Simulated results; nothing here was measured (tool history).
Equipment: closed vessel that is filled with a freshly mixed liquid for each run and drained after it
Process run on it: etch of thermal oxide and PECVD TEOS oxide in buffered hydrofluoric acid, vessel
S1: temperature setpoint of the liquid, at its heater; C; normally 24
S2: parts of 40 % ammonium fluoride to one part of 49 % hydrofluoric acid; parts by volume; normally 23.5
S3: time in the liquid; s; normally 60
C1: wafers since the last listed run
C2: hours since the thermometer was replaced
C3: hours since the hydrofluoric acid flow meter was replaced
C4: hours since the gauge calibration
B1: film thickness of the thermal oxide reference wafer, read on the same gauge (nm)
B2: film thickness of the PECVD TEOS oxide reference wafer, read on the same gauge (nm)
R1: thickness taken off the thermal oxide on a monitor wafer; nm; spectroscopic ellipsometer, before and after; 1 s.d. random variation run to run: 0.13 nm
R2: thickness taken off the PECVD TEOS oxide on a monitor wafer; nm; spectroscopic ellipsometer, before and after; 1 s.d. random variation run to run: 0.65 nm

run 1 day=0 | S1=24 S2=23.5 S3=60 | C1=0 C2=909.1 C3=1987.8 C4=1171.4 | B1=150.02 B2=110 | R1=26.17 R2=95.6
run 2 day=1.804 | S1=24 S2=23.5 S3=55 | C1=3340 C2=952.4 C3=2031.1 C4=1214.7 | B1=149.94 B2=110.06 | R1=24.2 R2=87.69
run 3 day=4.512 | S1=24 S2=23.5 S3=55 | C1=5013 C2=1017.4 C3=2096.1 C4=1279.7 | B1=149.99 B2=109.98 | R1=24.29 R2=86.68
-- day=6.008 thermometer replaced
run 4 day=7.496 | S1=24 S2=23.5 S3=55 | C1=5445 C2=35.7 C3=2167.7 C4=1351.3 | B1=149.99 B2=109.97 | R1=24.91 R2=90.64
run 5 day=9.35 | S1=24 S2=29 S3=60 | C1=3432 C2=80.2 C3=2212.2 C4=1395.8 | B1=149.98 B2=110.07 | R1=23.41 R2=85.15
-- day=9.404 gauge calibrated
run 6 day=11.075 | S1=24 S2=29 S3=60 | C1=3193 C2=121.6 C3=2253.6 C4=40.1 | B1=150.04 B2=110.02 | R1=23.37 R2=83.72
run 7 day=12.779 | S1=24 S2=29 S3=60 | C1=3154 C2=162.5 C3=2294.5 C4=81 | B1=150.02 B2=110 | R1=23.37 R2=84.76
run 8 day=14.471 | S1=24 S2=23.5 S3=60 | C1=3131 C2=203.1 C3=2335.1 C4=121.6 | B1=150.01 B2=110.01 | R1=27.15 R2=98.06
run 9 day=15.738 | S1=24 S2=23.5 S3=60 | C1=2344 C2=233.5 C3=2365.5 C4=152 | B1=150.01 B2=110.05 | R1=26.95 R2=97.29
run 10 day=17.675 | S1=24 S2=23.5 S3=60 | C1=3586 C2=280 C3=2412 C4=198.5 | B1=149.99 B2=110.01 | R1=26.94 R2=98.49
-- day=18.008 hydrofluoric acid flow meter replaced
run 11 day=19.179 | S1=24 S2=29.5 S3=40 | C1=2707 C2=316.1 C3=28.1 C4=234.6 | B1=149.97 B2=110.02 | R1=15.28 R2=55.69
run 12 day=21.729 | S1=27.5 S2=16 S3=90 | C1=4720 C2=377.3 C3=89.3 C4=295.8 | B1=149.98 B2=110.07 | R1=67.68 R2=246.57
run 13 day=23.925 | S1=26 S2=30 S3=45 | C1=4065 C2=430 C3=142 C4=348.5 | B1=149.98 B2=109.99 | R1=18.97 R2=68.6
run 14 day=26.188 | S1=24 S2=23.5 S3=60 | C1=4188 C2=484.3 C3=196.3 C4=402.8 | B1=150.03 B2=110 | R1=26.65 R2=96.32
run 15 day=28.567 | S1=21 S2=23.5 S3=60 | C1=4404 C2=541.4 C3=253.4 C4=459.9 | B1=149.99 B2=110.02 | R1=22.73 R2=82.47
run 16 day=31.008 | S1=24 S2=14 S3=60 | C1=4520 C2=600 C3=312 C4=518.5 | B1=149.97 B2=109.98 | R1=41.9 R2=151.7
run 17 day=32.067 | S1=19.5 S2=30 S3=60 | C1=1959 C2=625.4 C3=337.4 C4=543.9 | B1=149.99 B2=110 | R1=17.43 R2=62.98
run 18 day=33.596 | S1=20 S2=30 S3=80 | C1=2830 C2=662.1 C3=374.1 C4=580.6 | B1=150.02 B2=109.98 | R1=23.93 R2=88.06

Expected results for the next run?
run 19 day=35.679 | S1=24 S2=23.5 S3=40 | C1=3856 C2=712.1 C3=424.1 C4=630.6 | B1=? B2=? | R1=? R2=?

B1: 149.95
B2: 109.99
R1: 17.68 nm
R2: 63.64 nm
Were there no unlogged condition in the tool, this run, its random variation unchanged, would have produced R1 18.08 nm, R2 65.09 nm.

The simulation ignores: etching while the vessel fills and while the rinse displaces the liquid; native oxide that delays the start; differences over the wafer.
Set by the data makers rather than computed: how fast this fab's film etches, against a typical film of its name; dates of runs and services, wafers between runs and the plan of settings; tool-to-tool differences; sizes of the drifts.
